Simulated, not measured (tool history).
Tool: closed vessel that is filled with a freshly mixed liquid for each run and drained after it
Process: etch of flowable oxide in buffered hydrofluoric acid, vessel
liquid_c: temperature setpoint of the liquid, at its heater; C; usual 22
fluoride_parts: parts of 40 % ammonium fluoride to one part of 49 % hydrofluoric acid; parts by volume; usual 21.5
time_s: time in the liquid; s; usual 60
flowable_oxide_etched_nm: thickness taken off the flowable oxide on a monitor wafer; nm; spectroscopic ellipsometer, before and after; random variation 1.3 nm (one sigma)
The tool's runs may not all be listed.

run	hour	liquid_c	fluoride_parts	time_s	wafers since the last listed run	hours since the thermometer was replaced	hours since the hydrofluoric acid flow meter was replaced	hours since the gauge calibration	read-back film thickness of the flowable oxide reference wafer, read on the same gauge (nm)	flowable_oxide_etched_nm
1	0	22	15.5	60	0	1504.7	1616.3	474	120	191.35
2	31	22	15.5	60	4503	1535.7	1647.3	505	119.99	189.06
3	87.9	22	21.5	60	8265	1592.6	1704.2	561.9	120.01	146.75
4	117.1	22	21.5	60	4241	1621.8	1733.4	591.1	120.02	145.88
5	160.9	22	21.5	60	6362	1665.6	1777.2	634.9	120	150.09
6	199.6	22	21.5	60	5622	1704.3	1815.9	673.6	120	145.11
7	228.9	22	18	40	4256	1733.6	1845.2	702.9	120.03	111.05
8	282.4	22	18	40	7772	1787.1	1898.7	756.4	119.97	111.32
9	335.5	22	18	40	7713	1840.2	1951.8	809.5	120.02	109.47
10	481.9	18.5	21.5	70	21267	1986.6	2098.2	955.9	119.99	139.47
11	546.8	22	21.5	60	9428	2051.5	2163.1	1020.8	120.01	145.86
12	607.9	19	21.5	70	8876	2112.6	2224.2	1081.9	120	147.54
13	675.6	19	21.5	70	9834	2180.3	2291.9	1149.6	120.01	144.47
14	734.3	19	21.5	70	8527	2239	2350.6	1208.3	120.01	144.69
# hour 742.3: hydrofluoric acid flow meter replaced
15	760.4	22	25.5	40	3646	2265.1	18.1	1234.4	120	97.24
16	793.6	22	21.5	45	4823	2298.3	51.3	1267.6	120.01	122.69
17	833.8	22	21.5	80	5839	2338.5	91.5	1307.8	120	215.21
18	881.7	22	21.5	60	6958	2386.4	139.4	1355.7	119.99	161.13
# hour 919.1: gauge calibrated
19	932.4	26	29	80	7365	2437.1	190.1	13.3	119.97	216.06
20	998.4	24.5	16	40	9587	2503.1	256.1	79.3	119.99	160.53
21	1069.7	18	15.5	60	10357	2574.4	327.4	150.6	120	173.02
22	1123.7	17	21.5	75	7844	2628.4	381.4	204.6	120.01	154.76
23	1163.1	22	21.5	60	5723	2667.8	420.8	244	120.04	162.53
# hour 1201.8: thermometer replaced
24	1215.6	22	21.5	60	7481	13.8	473.3	296.5	119.99	142.63
25	1261	22	21.5	45	6595	59.2	518.7	341.9	120	109.25
26	1318.5	26	19	60	8353	116.7	576.2	399.4	120	194.34
27	1343.6	24	21.5	60	3646	141.8	601.3	424.5	120.03	161.44
28	1392	22	28	95	7031	190.2	649.7	472.9	120	191
29	1444.8	17	25	45	7670	243	702.5	525.7	120.01	74.3
30	1504.2	22	21.5	60	8629	302.4	761.9	585.1	119.99	144.38
31	1547.4	19.5	19	40	6275	345.6	805.1	628.3	119.99	91.03
32	1575.5	25	16.5	95	4082	373.7	833.2	656.4	120.02	338.23
33	1613.4	22	13.5	60	5505	411.6	871.1	694.3	119.96	219.4

Some steps in flowable_oxide_etched_nm between neighbouring runs. How much of each would the tool show without its hidden state too (settings, what came in, random variation), and how much is left for the hidden state, with any gauge scatter that isn't in both results?
The hidden state here: liquid hotter than its thermometer reads (K); hydrofluoric acid flow below the setpoint (%); gauge reads high (%).
Run 14 -> 15: liquid_c 19 -> 22, fluoride_parts 21.5 -> 25.5, time_s 70 -> 40, hydrofluoric acid flow meter replaced. flowable_oxide_etched_nm -47.45 nm: hidden state +9.46, all else -56.91.
Run 23 -> 24: thermometer replaced. flowable_oxide_etched_nm -19.9 nm: hidden state -18.18, all else -1.72.
Run 28 -> 29: liquid_c 22 -> 17, fluoride_parts 28 -> 25, time_s 95 -> 45. flowable_oxide_etched_nm -116.7 nm: hidden state +2.54, all else -119.24.
Run 31 -> 32: liquid_c 19.5 -> 25, fluoride_parts 19 -> 16.5, time_s 40 -> 95. flowable_oxide_etched_nm +247.2 nm: hidden state -9.37, all else +256.57.
Run 32 -> 33: liquid_c 25 -> 22, fluoride_parts 16.5 -> 13.5, time_s 95 -> 60. flowable_oxide_etched_nm -118.83 nm: hidden state +4.46, all else -123.29.

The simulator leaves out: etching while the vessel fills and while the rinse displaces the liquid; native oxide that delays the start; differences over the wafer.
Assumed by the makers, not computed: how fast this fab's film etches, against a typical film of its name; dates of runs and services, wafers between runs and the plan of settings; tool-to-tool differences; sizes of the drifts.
